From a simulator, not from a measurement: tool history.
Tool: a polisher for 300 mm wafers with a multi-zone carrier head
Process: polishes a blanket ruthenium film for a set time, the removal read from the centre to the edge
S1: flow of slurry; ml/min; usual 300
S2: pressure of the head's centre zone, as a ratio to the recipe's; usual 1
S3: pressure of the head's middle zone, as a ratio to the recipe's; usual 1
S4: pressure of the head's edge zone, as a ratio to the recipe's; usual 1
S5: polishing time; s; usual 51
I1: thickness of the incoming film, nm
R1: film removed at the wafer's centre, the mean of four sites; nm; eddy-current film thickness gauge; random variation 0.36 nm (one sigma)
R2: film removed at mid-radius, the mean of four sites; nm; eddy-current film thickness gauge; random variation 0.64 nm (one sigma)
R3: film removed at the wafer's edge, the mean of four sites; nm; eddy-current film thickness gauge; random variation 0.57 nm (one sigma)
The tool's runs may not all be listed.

{"run": 1, "day": 0.0, "S1": 300, "S2": 1, "S3": 1, "S4": 1, "S5": 51, "I1": 283.1, "R1": 39.2, "R2": 40, "R3": 37.9}
{"day": 2.558, "done": "slurry nozzle cleaned"}
{"run": 2, "day": 2.825, "S1": 300, "S2": 1, "S3": 1, "S4": 1, "S5": 51, "I1": 279.3, "R1": 38.5, "R2": 39.8, "R3": 38.1}
{"day": 4.071, "done": "worn pad replaced by a new one"}
{"run": 3, "day": 7.179, "S1": 300, "S2": 1, "S3": 1, "S4": 1, "S5": 51, "I1": 278.8, "R1": 41.7, "R2": 42.5, "R3": 41.1}
{"run": 4, "day": 11.321, "S1": 300, "S2": 1, "S3": 1, "S4": 1, "S5": 51, "I1": 281.1, "R1": 40.3, "R2": 40.2, "R3": 40}
{"run": 5, "day": 13.533, "S1": 300, "S2": 1, "S3": 1, "S4": 1, "S5": 51, "I1": 278.1, "R1": 40.9, "R2": 40, "R3": 40}
{"day": 17.204, "done": "carrier head's membrane replaced by a new one"}
{"run": 6, "day": 17.375, "S1": 300, "S2": 1, "S3": 1, "S4": 1, "S5": 51, "I1": 274.1, "R1": 40.4, "R2": 40.4, "R3": 38}
{"day": 18.517, "done": "centre zone pressure recalibrated"}
{"run": 7, "day": 19.362, "S1": 300, "S2": 1, "S3": 1, "S4": 1, "S5": 51, "I1": 278.9, "R1": 39.4, "R2": 39.1, "R3": 38.2}
{"day": 20.708, "done": "slurry nozzle cleaned"}
{"run": 8, "day": 21.379, "S1": 300, "S2": 1, "S3": 1, "S4": 1, "S5": 51, "I1": 283.6, "R1": 38.3, "R2": 38.2, "R3": 36.9}
{"day": 22.375, "done": "worn pad replaced by a new one"}
{"run": 9, "day": 25.871, "S1": 300, "S2": 1, "S3": 1, "S4": 1, "S5": 51, "I1": 279.6, "R1": 41, "R2": 40.4, "R3": 38.9}
{"day": 31.725, "done": "edge zone pressure recalibrated"}
{"run": 10, "day": 31.746, "S1": 300, "S2": 1, "S3": 1, "S4": 0.96, "S5": 51, "I1": 276.3, "R1": 40, "R2": 40.2, "R3": 38.5}
{"run": 11, "day": 33.358, "S1": 300, "S2": 1, "S3": 0.9, "S4": 1, "S5": 56, "I1": 282.5, "R1": 43.3, "R2": 40.2, "R3": 42.9}
{"day": 34.946, "done": "slurry nozzle cleaned"}
{"day": 37.108, "done": "worn pad replaced by a new one"}
{"run": 12, "day": 37.129, "S1": 260, "S2": 1, "S3": 1, "S4": 0.91, "S5": 51, "I1": 281.8, "R1": 41.1, "R2": 43.2, "R3": 38.2}
{"run": 13, "day": 38.821, "S1": 300, "S2": 0.92, "S3": 1, "S4": 1, "S5": 51, "I1": 276.6, "R1": 39.4, "R2": 42.3, "R3": 39.5}
{"day": 42.962, "done": "carrier head's membrane replaced by a new one"}
{"run": 14, "day": 46.696, "S1": 300, "S2": 1, "S3": 0.95, "S4": 1, "S5": 62, "I1": 279.4, "R1": 47.9, "R2": 45.1, "R3": 46.8}
{"day": 49.762, "done": "slurry nozzle cleaned"}
{"run": 15, "day": 51.021, "S1": 300, "S2": 1, "S3": 1, "S4": 1, "S5": 51, "I1": 277.9, "R1": 38.7, "R2": 40.3, "R3": 37.7}
{"day": 51.746, "done": "worn pad replaced by a new one"}
{"run": 16, "day": 53.596, "S1": 300, "S2": 1, "S3": 1.11, "S4": 1.05, "S5": 51, "I1": 280.1, "R1": 41.3, "R2": 45.4, "R3": 40.7}
{"run": 17, "day": 57.154, "S1": 300, "S2": 1, "S3": 1, "S4": 1, "S5": 51, "I1": 279.1, "R1": 41, "R2": 41.8, "R3": 39.2}
{"day": 60.779, "done": "centre zone pressure recalibrated"}
{"run": 18, "day": 60.975, "S1": 240, "S2": 0.96, "S3": 1, "S4": 0.92, "S5": 51, "I1": 280.1, "R1": 38.2, "R2": 38.8, "R3": 36.1}
{"run": 19, "day": 65.117, "S1": 300, "S2": 0.93, "S3": 1, "S4": 1, "S5": 51, "I1": 276.4, "R1": 37.7, "R2": 39.7, "R3": 37.2}
{"day": 66.212, "done": "slurry nozzle cleaned"}
{"run": 20, "day": 68.554, "S1": 400, "S2": 0.96, "S3": 1, "S4": 0.91, "S5": 59, "I1": 280.5, "R1": 44.6, "R2": 45.3, "R3": 41.3}
{"day": 68.758, "done": "worn pad replaced by a new one"}
{"day": 70.396, "done": "carrier head's membrane replaced by a new one"}
{"run": 21, "day": 70.429, "S1": 200, "S2": 1, "S3": 1, "S4": 1, "S5": 51, "I1": 282.1, "R1": 40.2, "R2": 41.3, "R3": 39.7}
{"run": 22, "day": 72.308, "S1": 210, "S2": 1, "S3": 1, "S4": 1, "S5": 63, "I1": 280.5, "R1": 49.6, "R2": 50.1, "R3": 49.3}
{"run": 23, "day": 75.117, "S1": 255, "S2": 1, "S3": 1.04, "S4": 1.04, "S5": 51, "I1": 280.4, "R1": 40.6, "R2": 42.3, "R3": 39.8}

Forecast each of these 3 alternatives for the next run:
{"run": "A", "day": 75.133, "S1": 300, "S2": 1, "S3": 1, "S4": 1, "S5": 51, "I1": 282.6, "R1": "?", "R2": "?", "R3": "?"}
{"run": "B", "day": 75.133, "S1": 300, "S2": 0.94, "S3": 1, "S4": 1, "S5": 51, "I1": 282.6, "R1": "?", "R2": "?", "R3": "?"}
{"run": "C", "day": 75.133, "S1": 300, "S2": 1, "S3": 1, "S4": 1, "S5": 60, "I1": 282.6, "R1": "?", "R2": "?", "R3": "?"}

run=A R1=40.3 R2=42.5 R3=40.5
run=B R1=39 R2=42.5 R3=40.5
run=C R1=47.4 R2=50 R3=47.6
Without the tool's hidden state the same runs would have given:
run=A R1=41.8 R2=44 R3=41.9
run=B R1=40.4 R2=44 R3=41.9
run=C R1=49.1 R2=51.8 R3=49.3
